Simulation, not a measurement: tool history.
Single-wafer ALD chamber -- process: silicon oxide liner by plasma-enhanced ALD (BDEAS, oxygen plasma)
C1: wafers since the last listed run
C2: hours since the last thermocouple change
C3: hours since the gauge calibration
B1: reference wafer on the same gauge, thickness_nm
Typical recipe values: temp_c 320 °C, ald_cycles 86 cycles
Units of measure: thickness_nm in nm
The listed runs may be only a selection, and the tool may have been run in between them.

run 1 hour=0.0 | temp_c=320 ald_cycles=86 | C1=0 C2=1901.8 C3=507.8 | B1=10.285 | thickness_nm=9.044
run 2 hour=47.9 | temp_c=320 ald_cycles=86 | C1=203 C2=1949.7 C3=555.7 | B1=10.298 | thickness_nm=9.010
run 3 hour=89.8 | temp_c=320 ald_cycles=86 | C1=178 C2=1991.6 C3=597.6 | B1=10.314 | thickness_nm=9.081
run 4 hour=123.7 | temp_c=312 ald_cycles=86 | C1=144 C2=2025.5 C3=631.5 | B1=10.318 | thickness_nm=9.100
run 5 hour=157.7 | temp_c=312 ald_cycles=86 | C1=144 C2=2059.5 C3=665.5 | B1=10.321 | thickness_nm=9.135
run 6 hour=190.4 | temp_c=308 ald_cycles=86 | C1=138 C2=2092.2 C3=698.2 | B1=10.338 | thickness_nm=9.170
run 7 hour=220.9 | temp_c=332 ald_cycles=86 | C1=129 C2=2122.7 C3=728.7 | B1=10.341 | thickness_nm=8.929
run 8 hour=257.4 | temp_c=320 ald_cycles=81 | C1=155 C2=2159.2 C3=765.2 | B1=10.358 | thickness_nm=8.558
run 9 hour=314.9 | temp_c=329 ald_cycles=97 | C1=244 C2=2216.7 C3=822.7 | B1=10.371 | thickness_nm=10.180
run 10 hour=350.6 | temp_c=329 ald_cycles=97 | C1=151 C2=2252.4 C3=858.4 | B1=10.385 | thickness_nm=10.176
-- hour=402.4 gauge calibrated
run 11 hour=407.2 | temp_c=329 ald_cycles=97 | C1=240 C2=2309.0 C3=4.8 | B1=10.031 | thickness_nm=9.808
run 12 hour=436.0 | temp_c=320 ald_cycles=86 | C1=122 C2=2337.8 C3=33.6 | B1=10.029 | thickness_nm=8.794
run 13 hour=484.0 | temp_c=307 ald_cycles=86 | C1=203 C2=2385.8 C3=81.6 | B1=10.038 | thickness_nm=8.981
run 14 hour=518.7 | temp_c=320 ald_cycles=86 | C1=147 C2=2420.5 C3=116.3 | B1=10.062 | thickness_nm=8.842
run 15 hour=572.8 | temp_c=320 ald_cycles=101 | C1=229 C2=2474.6 C3=170.4 | B1=10.070 | thickness_nm=10.337
run 16 hour=597.2 | temp_c=326 ald_cycles=77 | C1=103 C2=2499.0 C3=194.8 | B1=10.080 | thickness_nm=7.870
run 17 hour=633.2 | temp_c=330 ald_cycles=77 | C1=152 C2=2535.0 C3=230.8 | B1=10.084 | thickness_nm=7.815

Predict the results of run 18:
-- hour=667.7 thermocouple changed; heater temperature recalibrated
run 18 hour=691.3 | temp_c=320 ald_cycles=86 | C1=212 C2=23.6 C3=288.9 | B1=? | thickness_nm=?

B1: 10.107
thickness_nm: 8.868 nm
Take away the tool's hidden state, keep the run-to-run variation as it was, and the same run would have given thickness_nm 8.864 nm.

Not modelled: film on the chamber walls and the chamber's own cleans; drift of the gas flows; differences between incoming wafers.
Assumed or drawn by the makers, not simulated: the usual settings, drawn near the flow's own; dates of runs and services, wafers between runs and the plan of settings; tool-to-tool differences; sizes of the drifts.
